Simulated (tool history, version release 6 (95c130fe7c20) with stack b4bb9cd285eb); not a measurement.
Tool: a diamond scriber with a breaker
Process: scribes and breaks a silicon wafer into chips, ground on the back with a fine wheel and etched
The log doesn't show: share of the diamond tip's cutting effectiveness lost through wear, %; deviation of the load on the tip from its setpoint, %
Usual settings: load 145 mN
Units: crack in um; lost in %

run,hour,load,wafers since the last listed run,hours since the diamond tip was replaced,hours since the load on the tip was calibrated,"incoming depth of the damage left on the back of the incoming wafer, um",crack,lost
1,0.0,113,0,134.9,641.5,0.70,8.71,4.38
2,8.4,113,26,143.3,649.9,0.32,8.67,4.53
3,25.8,113,54,160.7,667.3,0.69,8.68,4.23
4,42.3,145,51,177.2,683.8,0.61,11.20,2.41
5,55.7,145,41,190.6,697.2,0.37,11.44,2.65
6,67.0,145,35,201.9,708.5,0.67,11.20,2.55
7,73.5,145,20,208.4,715.0,0.64,11.37,3.04
8,80.7,145,22,215.6,722.2,0.66,11.57,2.83
9,96.1,160,48,231.0,737.6,0.65,12.28,6.96
10,103.1,145,21,238.0,744.6,0.46,11.68,3.17
# hour 106.1: diamond tip replaced by a new one
11,109.7,145,14,3.6,751.2,0.49,11.25,3.02
12,119.0,145,29,12.9,760.5,0.67,11.45,3.09
13,133.2,166,44,27.1,774.7,0.32,13.20,9.29
14,143.1,166,30,37.0,784.6,0.44,13.21,9.95
15,157.4,116,44,51.3,798.9,0.40,9.19,2.23
16,175.3,169,56,69.2,816.8,0.57,13.66,11.02
17,187.2,145,37,81.1,828.7,0.59,11.86,3.92
# hour 190.2: load on the tip recalibrated
18,194.8,107,17,88.7,4.6,0.67,7.52,12.03
19,210.9,130,50,104.8,20.7,0.52,9.20,2.50
20,217.9,178,21,111.8,27.7,0.56,12.54,5.58
21,224.1,145,19,118.0,33.9,0.54,10.14,1.24
22,237.3,145,41,131.2,47.1,0.74,10.23,1.39
23,243.7,102,20,137.6,53.5,0.40,7.05,17.77
24,258.5,169,46,152.4,68.3,0.70,11.77,4.06
25,274.5,115,50,168.4,84.3,0.42,7.95,8.42
26,281.5,109,21,175.4,91.3,0.70,7.55,11.10
27,292.2,165,33,186.1,102.0,0.74,11.42,2.80
# hour 307.6: diamond tip replaced by a new one
28,308.2,119,43,0.6,118.0,0.75,8.54,5.77
29,318.5,145,32,10.9,128.3,0.36,10.12,1.16
30,326.0,133,23,18.4,135.8,0.79,9.53,1.75
31,334.6,134,26,27.0,144.4,0.49,9.46,2.01

4 ways to go on from here, each from the tool as it stands after run 31. What would each give?
A,335.1,181,1,27.5,144.9,0.39,?,?
B,335.1,159,1,27.5,144.9,0.39,?,?
C,335.1,174,1,27.5,144.9,0.39,?,?
D,335.1,177,1,27.5,144.9,0.39,?,?

run,crack,lost
A,12.54,5.42
B,11.13,1.99
C,12.10,4.14
D,12.29,4.67
Without the tool's hidden state the same runs would have given:
run,crack,lost
A,12.42,5.04
B,11.02,1.82
C,11.98,3.82
D,12.17,4.33
